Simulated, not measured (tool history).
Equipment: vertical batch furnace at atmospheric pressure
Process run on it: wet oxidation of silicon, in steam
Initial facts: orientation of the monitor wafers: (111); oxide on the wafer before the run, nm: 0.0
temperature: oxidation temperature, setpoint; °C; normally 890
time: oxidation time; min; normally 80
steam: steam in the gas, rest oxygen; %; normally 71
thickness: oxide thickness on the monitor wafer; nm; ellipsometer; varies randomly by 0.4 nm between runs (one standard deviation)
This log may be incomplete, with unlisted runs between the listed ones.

run,hour,temperature,time,steam,wafers since the last listed run,hours since the last temperature calibration,hours since the steam generator was serviced,hours since the gauge calibration,"read-back reference wafer on the same gauge, thickness",thickness
1,0,896,80,71,0,4236.1,1989.8,927,201.24,198.02
2,29.3,896,80,71,367,4265.4,2019.1,956.3,200.89,197.18
3,47.3,896,80,71,225,4283.4,2037.1,974.3,200.97,197.65
4,74,890,80,71,334,4310.1,2063.8,1001,201.1,183.08
5,86.2,890,90,71,152,4322.3,2076,1013.2,200.86,202.54
6,118.2,890,90,71,401,4354.3,2108,1045.2,201.15,202.09
7,135.3,900,80,63,214,4371.4,2125.1,1062.3,200.86,188.42
8,168.5,890,80,71,416,4404.6,2158.3,1095.5,200.82,182.91
# hour 184.7: gauge calibrated
9,196,890,80,75,344,4432.1,2185.8,11.3,200.95,192.11
10,219.2,890,80,71,290,4455.3,2209,34.5,201.09,183.43
11,238.6,890,80,71,243,4474.7,2228.4,53.9,201.24,183.44
12,265.6,890,80,76,338,4501.7,2255.4,80.9,200.94,194.06
# hour 298.6: thermocouples replaced and temperature profile calibrated
# hour 308.4: steam generator serviced
13,308.9,890,80,76,119,10.3,0.5,124.2,200.98,193.59
14,314.5,909,80,71,70,15.9,6.1,129.8,200.98,228.36
15,323.3,890,80,71,110,24.7,14.9,138.6,201.19,183.68
16,340.8,909,59,71,219,42.2,32.4,156.1,200.89,178.59
17,360.9,890,80,71,251,62.3,52.5,176.2,200.93,183.22
18,390.2,890,80,71,367,91.6,81.8,205.5,200.74,183.41
19,412.7,868,66.5,66,282,114.1,104.3,228,201.05,107.05
20,437.7,877,80,71,313,139.1,129.3,253,200.98,154.05
21,462.5,890,80,71,310,163.9,154.1,277.8,200.95,183.37
22,487.5,890,80,71,313,188.9,179.1,302.8,200.89,183.7
23,521.7,878,53,66,428,223.1,213.3,337,201.03,101.66
24,553.7,890,80,71,401,255.1,245.3,369,201.03,182.84
25,575.6,890,80,64,274,277,267.2,390.9,201.02,168.16
26,605.7,890,80,71,377,307.1,297.3,421,200.94,183.42
27,640.3,912,80,71,433,341.7,331.9,455.6,201.03,235.1
28,666.2,896,80,71,324,367.6,357.8,481.5,200.92,198.72
29,689.1,890,92,80,287,390.5,380.7,504.4,200.92,227.59
30,707.3,890,80,71,228,408.7,398.9,522.6,200.83,183.01
31,745.2,890,80,71,475,446.6,436.8,560.5,201.17,183.3
32,764.1,909,69,71,236,465.5,455.7,579.4,200.95,203.5
33,783.6,910,80,74,244,485,475.2,598.9,200.79,238.02
34,810.7,890,65,79,339,512.1,502.3,626,200.97,168.72
35,823.1,890,43.5,71,155,524.5,514.7,638.4,201.03,108.59
36,858.2,890,107.5,71,440,559.6,549.8,673.5,200.9,234.15
37,890.3,890,118,71,402,591.7,581.9,705.6,200.98,250.8
38,918.4,905,47,80,352,619.8,610,733.7,200.91,157.19
39,944.5,884,80,71,327,645.9,636.1,759.8,200.93,169.11

State the hidden condition of the tool at each of the runs:
true tube temperature minus thermocouple reading, K: 0, the same for each run
steam share off its setpoint, % of the setpoint: 0, the same for each run
gauge reads high (%): 0, the same for each run
